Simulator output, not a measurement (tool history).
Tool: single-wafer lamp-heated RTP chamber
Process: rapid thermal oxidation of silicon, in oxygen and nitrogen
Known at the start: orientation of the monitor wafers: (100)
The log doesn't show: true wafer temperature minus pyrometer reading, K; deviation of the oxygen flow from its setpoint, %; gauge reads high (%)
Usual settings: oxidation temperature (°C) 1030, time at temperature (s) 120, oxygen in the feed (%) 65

run,hour,oxidation temperature (°C),time at temperature (s),oxygen in the feed (%),wafers since the last listed run,wafers since the last pyrometer calibration,hours since the oxygen flow controller was replaced,hours since the gauge calibration,"read-back reference wafer on the same gauge, thickness",oxide thickness on the monitor wafer (nm)
1,0,1030,120,65,0,1916,4743.9,563,9.953,9.181
2,27,1030,120,65,177,2093,4770.9,590,9.95,9.217
3,41.7,1030,106,65,96,2190,4785.6,604.7,9.952,8.69
# hour 50.6: gauge calibrated
4,78.1,1038,120,81,239,2429,4822,27.5,9.95,10.513
5,110,1038,120,81,209,2638,4853.9,59.4,9.951,10.558
6,135.9,1038,120,81,170,2808,4879.8,85.3,9.953,10.535
7,228.6,1030,120,65,608,3417,4972.5,178,9.955,9.171
8,250,1030,120,65,140,3557,4993.9,199.4,9.947,9.18
9,275,1030,142,65,164,3722,5018.9,224.4,9.946,9.902
10,306.1,1030,142,65,204,3926,5050,255.5,9.956,9.928
11,334.3,1030,120,65,185,4111,5078.2,283.7,9.955,9.154
12,369.3,1030,120,65,229,4341,5113.2,318.7,9.957,9.164
13,452.6,1030,120,65,547,4888,5196.5,402,9.952,9.224
# hour 485: oxygen flow controller replaced
14,485.5,1001,91,80,163,5051,0.5,434.9,9.946,7.075
15,504.3,1052,140,65,123,5175,19.3,453.7,9.958,11.514
16,529.8,1040,120,65,167,5342,44.8,479.2,9.96,9.858
17,559.5,1009,120,65,195,5537,74.5,508.9,9.945,7.91
18,573.6,1030,120,88,92,5630,88.6,523,9.949,10.227
# hour 593.5: gauge calibrated
# hour 600.7: pyrometer window cleaned and pyrometer calibrated
19,660.1,1002,120,94,515,389,175.1,66.6,9.962,8.531
20,673.8,1045,120,47,89,479,188.8,80.3,9.947,9.048
21,700.2,1030,62,77,173,653,215.2,106.7,9.956,7.253
22,714.7,1030,157,65,95,748,229.7,121.2,9.946,10.379
23,744.1,1030,120,65,193,941,259.1,150.6,9.946,9.195
24,761.6,1005,165,77,114,1056,276.6,168.1,9.945,9.41
25,790.7,1030,163,65,191,1247,305.7,197.2,9.947,10.568

Forecast each of these 5 alternatives for the next run:
A,791.1,1030,167,65,2,1250,306.1,197.6,?,?
B,791.1,1030,149,65,2,1250,306.1,197.6,?,?
C,791.1,1052,80,65,2,1250,306.1,197.6,?,?
D,791.1,1044,94,47,2,1250,306.1,197.6,?,?
E,791.1,1030,175,94,2,1250,306.1,197.6,?,?

run,"read-back reference wafer on the same gauge, thickness",oxide thickness on the monitor wafer (nm)
A,9.952,10.651
B,9.952,10.101
C,9.952,8.864
D,9.952,8.037
E,9.952,12.465
Without the tool's hidden state the same runs would have given:
run,oxide thickness on the monitor wafer (nm)
A,10.651
B,10.101
C,8.864
D,8.037
E,12.465
